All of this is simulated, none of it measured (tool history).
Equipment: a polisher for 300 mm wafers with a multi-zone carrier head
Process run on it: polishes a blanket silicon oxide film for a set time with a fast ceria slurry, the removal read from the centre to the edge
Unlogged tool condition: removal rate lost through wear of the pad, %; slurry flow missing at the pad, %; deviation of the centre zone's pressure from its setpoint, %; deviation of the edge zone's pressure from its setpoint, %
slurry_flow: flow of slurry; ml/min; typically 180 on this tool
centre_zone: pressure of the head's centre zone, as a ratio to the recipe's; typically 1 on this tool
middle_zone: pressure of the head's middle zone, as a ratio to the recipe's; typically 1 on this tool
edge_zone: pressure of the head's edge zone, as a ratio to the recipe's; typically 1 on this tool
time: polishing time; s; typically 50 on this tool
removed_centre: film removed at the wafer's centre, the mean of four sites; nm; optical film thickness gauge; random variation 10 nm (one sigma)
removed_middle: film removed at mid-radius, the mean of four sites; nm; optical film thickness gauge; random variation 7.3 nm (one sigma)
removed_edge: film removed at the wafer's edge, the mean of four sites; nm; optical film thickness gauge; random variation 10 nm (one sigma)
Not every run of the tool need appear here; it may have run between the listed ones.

run	hour	slurry_flow	centre_zone	middle_zone	edge_zone	time	wafers since the last listed run	wafers polished on this pad	hours since the slurry nozzle was cleaned	hours since the centre zone pressure was calibrated	hours since the edge zone pressure was calibrated	hours since the carrier head's membrane was replaced	incoming thickness of the incoming film, nm	removed_centre	removed_middle	removed_edge
1	0	180	1	1	1	50	0	4189	175.3	813.3	236.7	100.7	2201	780.4	704.1	729.1
2	31.5	120	1	1.05	0.9	66	410	4600	206.8	844.8	268.2	132.2	2222.1	882.3	863.1	876.9
3	75.6	195	1	1	1	50	575	5175	250.9	888.9	312.3	176.3	2184.9	792.7	710.6	739.6
4	144.8	205	1.07	1	1	50	902	6077	320.1	958.1	381.5	245.5	2200.4	854.7	709.9	719.7
# hour 156.3: worn pad replaced by a new one
# hour 209.1: centre zone pressure recalibrated
5	212.5	180	0.9	1	1	63	804	707	387.8	3.4	449.2	313.2	2228.8	791.9	858.1	894.6
6	263.6	180	1	1.11	1	50	666	1373	438.9	54.5	500.3	364.3	2194.7	697.3	739.2	705.7
# hour 362.6: slurry nozzle cleaned
7	399.3	180	1	1	1	50	1756	3130	36.7	190.2	636	500	2220.8	760.6	700.8	738
8	452.5	125	1	1	0.94	40	693	3823	89.9	243.4	689.2	553.2	2169.5	551.4	528.6	540.5
# hour 583.3: edge zone pressure recalibrated
9	587.6	205	1	1	0.92	63	1735	5559	225	378.5	4.3	688.3	2232.6	1000.6	909.5	930.8
10	643.7	200	1	1	1	50	731	6291	281.1	434.6	60.4	744.4	2188.1	772.3	719.6	737.3
11	702.7	130	1.1	1	1	59	769	7060	340.1	493.6	119.4	803.4	2219.5	910.2	760.5	789
# hour 717.1: worn pad replaced by a new one
12	750.7	180	1	1	1	50	573	438	388.1	541.6	167.4	851.4	2241.3	753.3	689.6	724.9
13	801.3	180	1	1.1	0.95	62	659	1098	438.7	592.2	218	902	2196.6	939.2	896.7	863
14	865.8	230	1	0.94	1	50	841	1939	503.2	656.7	282.5	966.5	2257.6	787.7	682	736.2
15	913.8	135	1.07	1.1	1	45	625	2565	551.2	704.7	330.5	1014.5	2190.7	671.4	605.3	594.1
# hour 922.2: slurry nozzle cleaned
16	953.4	120	1	1	1	43	503	3068	31.2	744.3	370.1	1054.1	2197.2	599.9	548.5	592.3
17	980	145	0.88	1	0.92	64	346	3415	57.8	770.9	396.7	1080.7	2234.3	851.4	893.4	869.2
18	1037.5	180	1	1	1	50	749	4165	115.3	828.4	454.2	1138.2	2223	794.8	698.7	743.1
19	1077.4	180	1	1	1	50	520	4685	155.2	868.3	494.1	1178.1	2196.6	790.8	704.9	728.7
20	1109.6	210	1.06	1	0.92	50	419	5105	187.4	900.5	526.3	1210.3	2202.7	834.6	720.6	729.7
# hour 1160.2: centre zone pressure recalibrated
21	1164.1	180	1.09	0.9	1	50	684	5790	241.9	3.9	580.8	1264.8	2186.9	780	653	706.8

Across each entry between runs, compare the hidden state at the last listed run before it with the hidden state at the first listed run after it:
Runs 4 to 5: worn pad replaced by a new one (hour 156.3); centre zone pressure recalibrated (hour 209.1)
  slurry flow missing at the pad, %: 16 -> 18.9; deviation of the centre zone's pressure from its setpoint, %: 9.35 -> 2.1
  measured less the result without the state, removed_centre: +46.8 -> -20.7 nm; removed_middle: -21.8 -> -36.7 nm; removed_edge: -15.9 -> -27.4 nm
Runs 6 to 7: slurry nozzle cleaned (hour 362.6)
  slurry flow missing at the pad, %: 21.1 -> 2.36; deviation of the centre zone's pressure from its setpoint, %: 3.44 -> 6.14
  measured less the result without the state, removed_centre: -14 -> +40.8 nm; removed_middle: -36.5 -> -3.3 nm; removed_edge: -24.9 -> -2.4 nm
Runs 8 to 9: edge zone pressure recalibrated (hour 583.3)
  slurry flow missing at the pad, %: 4.63 -> 10.4; deviation of the centre zone's pressure from its setpoint, %: 6.92 -> 8.41
  measured less the result without the state, removed_centre: +28.5 -> +59.6 nm; removed_middle: -6.9 -> -16.9 nm; removed_edge: -4.8 -> -12.4 nm
Runs 11 to 12: worn pad replaced by a new one (hour 717.1)
  slurry flow missing at the pad, %: 15.3 -> 17.3; deviation of the centre zone's pressure from its setpoint, %: 9.27 -> 9.55
  measured less the result without the state, removed_centre: +32.6 -> +36.5 nm; removed_middle: -35.9 -> -26.7 nm; removed_edge: -25.3 -> -19.9 nm
Runs 15 to 16: slurry nozzle cleaned (hour 922.2)
  slurry flow missing at the pad, %: 24.3 -> 2.56; deviation of the centre zone's pressure from its setpoint, %: 10.2 -> 10.4
  measured less the result without the state, removed_centre: +5.1 -> +52.2 nm; removed_middle: -49.9 -> -4.2 nm; removed_edge: -33 -> -3 nm
Runs 20 to 21: centre zone pressure recalibrated (hour 1160.2)
  slurry flow missing at the pad, %: 9.21 -> 11.5; deviation of the centre zone's pressure from its setpoint, %: 10.7 -> 1.32
  measured less the result without the state, removed_centre: +67.9 -> -10.1 nm; removed_middle: -11.5 -> -15.4 nm; removed_edge: -8.3 -> -12 nm

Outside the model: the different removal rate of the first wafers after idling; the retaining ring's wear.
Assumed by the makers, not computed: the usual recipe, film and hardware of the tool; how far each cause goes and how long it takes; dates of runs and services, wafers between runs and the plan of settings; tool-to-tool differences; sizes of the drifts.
